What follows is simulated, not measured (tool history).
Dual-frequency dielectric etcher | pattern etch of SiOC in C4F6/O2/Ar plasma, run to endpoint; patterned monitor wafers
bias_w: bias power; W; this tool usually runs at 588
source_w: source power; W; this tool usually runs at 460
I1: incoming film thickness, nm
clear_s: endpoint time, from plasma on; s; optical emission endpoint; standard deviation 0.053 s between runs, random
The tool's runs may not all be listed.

{"run": 1, "day": 0.0, "bias_w": 588, "source_w": 460, "I1": 44.38, "clear_s": 13.7}
{"run": 2, "day": 1.8, "bias_w": 588, "source_w": 460, "I1": 44.18, "clear_s": 13.7}
{"run": 3, "day": 4.642, "bias_w": 588, "source_w": 460, "I1": 44.22, "clear_s": 13.7}
{"day": 8.2, "done": "source power generator calibrated"}
{"run": 4, "day": 8.388, "bias_w": 588, "source_w": 460, "I1": 43.88, "clear_s": 13.3}
{"run": 5, "day": 10.075, "bias_w": 588, "source_w": 460, "I1": 44.24, "clear_s": 13.4}
{"run": 6, "day": 12.238, "bias_w": 588, "source_w": 460, "I1": 43.78, "clear_s": 13.2}
{"run": 7, "day": 15.767, "bias_w": 588, "source_w": 460, "I1": 44.02, "clear_s": 13.5}
{"run": 8, "day": 17.575, "bias_w": 588, "source_w": 460, "I1": 43.73, "clear_s": 13.4}
{"day": 18.792, "done": "wet clean of the chamber"}
{"run": 9, "day": 24.796, "bias_w": 588, "source_w": 460, "I1": 44.17, "clear_s": 13.2}
{"run": 10, "day": 28.138, "bias_w": 588, "source_w": 460, "I1": 44.24, "clear_s": 13.3}
{"run": 11, "day": 40.125, "bias_w": 588, "source_w": 460, "I1": 44.4, "clear_s": 13.4}
{"run": 12, "day": 42.85, "bias_w": 635, "source_w": 460, "I1": 44.02, "clear_s": 13}
{"run": 13, "day": 46.55, "bias_w": 588, "source_w": 460, "I1": 43.96, "clear_s": 13.5}
{"run": 14, "day": 49.538, "bias_w": 588, "source_w": 460, "I1": 43.66, "clear_s": 13.4}
{"run": 15, "day": 52.246, "bias_w": 588, "source_w": 460, "I1": 44.21, "clear_s": 13.6}
{"day": 53.875, "done": "wet clean of the chamber"}
{"run": 16, "day": 56.558, "bias_w": 474, "source_w": 530, "I1": 43.81, "clear_s": 13.7}
{"day": 61.462, "done": "upper electrode replaced"}
{"run": 17, "day": 61.483, "bias_w": 588, "source_w": 460, "I1": 43.69, "clear_s": 13.2}
{"run": 18, "day": 63.758, "bias_w": 493, "source_w": 400, "I1": 43.92, "clear_s": 15.3}
{"day": 64.654, "done": "bias power generator calibrated"}
{"run": 19, "day": 65.367, "bias_w": 526, "source_w": 540, "I1": 44.2, "clear_s": 13.1}
{"run": 20, "day": 67.104, "bias_w": 588, "source_w": 460, "I1": 44.35, "clear_s": 13.4}
{"run": 21, "day": 68.912, "bias_w": 545, "source_w": 430, "I1": 44.25, "clear_s": 14.5}
{"run": 22, "day": 72.296, "bias_w": 692, "source_w": 460, "I1": 43.97, "clear_s": 12.5}
{"run": 23, "day": 74.425, "bias_w": 588, "source_w": 460, "I1": 44.05, "clear_s": 13.5}
{"run": 24, "day": 78.85, "bias_w": 588, "source_w": 460, "I1": 43.9, "clear_s": 13.5}
{"run": 25, "day": 83.217, "bias_w": 697, "source_w": 410, "I1": 43.97, "clear_s": 13.3}
{"run": 26, "day": 85.708, "bias_w": 588, "source_w": 430, "I1": 44.41, "clear_s": 14.4}
{"day": 86.954, "done": "wet clean of the chamber"}
{"run": 27, "day": 87.908, "bias_w": 700, "source_w": 360, "I1": 43.95, "clear_s": 13.8}
{"run": 28, "day": 89.454, "bias_w": 588, "source_w": 460, "I1": 43.79, "clear_s": 13.1}
{"run": 29, "day": 92.188, "bias_w": 666, "source_w": 530, "I1": 43.86, "clear_s": 11.8}
{"run": 30, "day": 96.862, "bias_w": 646, "source_w": 540, "I1": 43.92, "clear_s": 11.9}
{"run": 31, "day": 98.9, "bias_w": 534, "source_w": 530, "I1": 44.14, "clear_s": 13}
{"run": 32, "day": 101.908, "bias_w": 450, "source_w": 570, "I1": 43.32, "clear_s": 13.4}
{"run": 33, "day": 105.408, "bias_w": 690, "source_w": 460, "I1": 43.61, "clear_s": 12.4}
{"run": 34, "day": 107.992, "bias_w": 443, "source_w": 490, "I1": 43.65, "clear_s": 14.9}
{"run": 35, "day": 111.942, "bias_w": 478, "source_w": 420, "I1": 43.94, "clear_s": 15.5}
{"run": 36, "day": 114.8, "bias_w": 672, "source_w": 380, "I1": 44.72, "clear_s": 14.3}

Selected run-to-run steps in clear_s, each split into two signed amounts: the part the tool would show with no hidden state at all (from settings, incoming material and random variation), and the remainder, which goes to the hidden state together with any gauge scatter not common to the measured and the hidden-state-free results:
The tool's hidden condition here consists of: etch rate over this chamber's usual, %; bias power that arrives over what is set, %; source power that arrives over what is set, %.
Run 3 -> 4: source power generator calibrated. clear_s -0.4 s: hidden state -0.3, all else -0.1.
Run 8 -> 9: wet clean of the chamber. clear_s -0.2 s: hidden state -0.3, all else +0.1.
Run 17 -> 18: bias_w 588 -> 493, source_w 460 -> 400. clear_s +2.1 s: hidden state +0.1, all else +2.
Run 18 -> 19: bias_w 493 -> 526, source_w 400 -> 540, bias power generator calibrated. clear_s -2.2 s: hidden state +0, all else -2.2.
Run 26 -> 27: bias_w 588 -> 700, source_w 430 -> 360, wet clean of the chamber. clear_s -0.6 s: hidden state -0.5, all else -0.1.
Run 33 -> 34: bias_w 690 -> 443, source_w 460 -> 490. clear_s +2.5 s: hidden state +0.1, all else +2.4.
